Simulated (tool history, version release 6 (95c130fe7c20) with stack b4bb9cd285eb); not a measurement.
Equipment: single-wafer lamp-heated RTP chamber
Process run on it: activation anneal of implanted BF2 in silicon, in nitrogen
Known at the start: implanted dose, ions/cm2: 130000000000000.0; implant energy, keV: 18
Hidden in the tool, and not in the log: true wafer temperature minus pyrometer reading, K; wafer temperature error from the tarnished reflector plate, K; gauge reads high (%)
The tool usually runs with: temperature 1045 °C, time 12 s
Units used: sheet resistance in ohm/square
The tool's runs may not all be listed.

run	hour	temperature	time	wafers since the last listed run	wafers since the last pyrometer calibration	wafers since the reflector plate was cleaned	hours since the gauge calibration	read-back reference wafer on the same gauge, sheet resistance	sheet resistance
1	0.0	1045	12	0	114	8183	428.6	716.08	869.52
2	54.0	1045	12	968	1083	9152	482.6	715.11	866.53
3	124.1	1045	12	1257	2341	10410	552.7	715.18	866.07
4	173.6	1045	12	888	3229	11298	602.2	715.28	868.02
5	254.9	1045	12	1458	4688	12757	683.5	714.86	866.60
6	301.1	1045	12	828	5517	13586	729.7	714.78	867.31
7	335.2	1045	12	611	6129	14198	763.8	714.83	867.30
8	362.5	1045	12	489	6618	14688	791.1	714.91	865.85
# hour 403.7: pyrometer window cleaned and pyrometer calibrated
# hour 420.7: reflector plate cleaned
9	427.1	1045	12	872	276	114	855.7	714.53	866.68
10	461.1	1045	12	610	886	724	889.7	714.09	868.03
11	532.5	1063	10	1281	2167	2005	961.1	714.28	864.05
12	563.4	1063	10	554	2721	2560	992.0	713.55	864.15
13	594.0	1045	12	549	3270	3109	1022.6	713.13	864.80
14	645.7	1045	12	927	4198	4036	1074.3	712.77	864.57
15	684.8	1045	12	701	4900	4738	1113.4	713.37	864.72
16	734.9	1045	12	898	5799	5637	1163.5	712.85	866.43
17	761.2	1045	15	471	6271	6109	1189.8	713.03	858.99
# hour 778.9: pyrometer window cleaned and pyrometer calibrated
18	789.6	1045	12	366	191	6475	1218.2	712.93	863.20
19	857.1	1028	10	1211	1402	7686	1285.7	711.88	870.79
20	881.8	1068	6	443	1845	8129	1310.4	711.94	866.69
21	943.9	1059	8	1114	2960	9244	1372.5	711.50	864.91
22	1003.3	1034	14	1065	4026	10309	1431.9	711.22	862.49
# hour 1110.1: reflector plate cleaned
23	1167.9	1075	6	2809	6836	1036	1596.5	710.33	862.57
# hour 1213.4: pyrometer window cleaned and pyrometer calibrated
24	1213.9	1059	14	681	8	1718	1642.5	709.30	852.19
25	1238.7	1059	12	444	453	2163	1667.3	709.39	856.14
26	1285.1	1045	12	832	1286	2995	1713.7	708.55	857.93
27	1337.7	1035	12	943	2230	3939	1766.3	708.22	861.78
# hour 1360.8: gauge calibrated
28	1399.2	1045	12	1103	3333	5043	38.4	715.58	866.81
29	1433.8	1045	12	620	3954	5663	73.0	715.60	867.23
30	1504.4	1045	16	1266	5221	6930	143.6	715.44	863.10
31	1564.1	1045	12	1071	6292	8002	203.3	715.85	867.22
32	1609.1	1027	16	807	7100	8809	248.3	715.30	872.04
# hour 1643.4: pyrometer window cleaned and pyrometer calibrated
33	1647.9	1016	18	552	80	9362	287.1	715.47	870.82
34	1714.6	1045	12	1196	1276	10558	353.8	715.72	867.15
35	1749.1	1045	8	619	1895	11178	388.3	715.32	874.23
36	1787.2	1017	16	683	2579	11861	426.4	715.12	869.73
# hour 1814.9: reflector plate cleaned
37	1827.2	1045	12	574	3153	221	466.4	714.69	868.01

How would selected steps in sheet resistance from run to run divide? Give the signed amount a tool lacking its hidden state would still show from settings, what came in and random variation, and the signed amount left for the hidden state, including any gauge scatter that is not in both of the compared results.
Run 16 -> 17: time 12 -> 15. sheet resistance -7.44 ohm/square: hidden state -0.15, all else -7.29.
Run 18 -> 19: temperature 1045 -> 1028, time 12 -> 10. sheet resistance +7.59 ohm/square: hidden state -0.52, all else +8.11.
Run 22 -> 23: temperature 1034 -> 1075, time 14 -> 6, reflector plate cleaned. sheet resistance +0.08 ohm/square: hidden state -1.45, all else +1.53.
Run 23 -> 24: temperature 1075 -> 1059, time 6 -> 14, pyrometer window cleaned and pyrometer calibrated. sheet resistance -10.38 ohm/square: hidden state -0.34, all else -10.04.
Run 26 -> 27: temperature 1045 -> 1035. sheet resistance +3.85 ohm/square: hidden state -0.57, all else +4.42.
Run 27 -> 28: temperature 1035 -> 1045, gauge calibrated. sheet resistance +5.03 ohm/square: hidden state +8.70, all else -3.67.
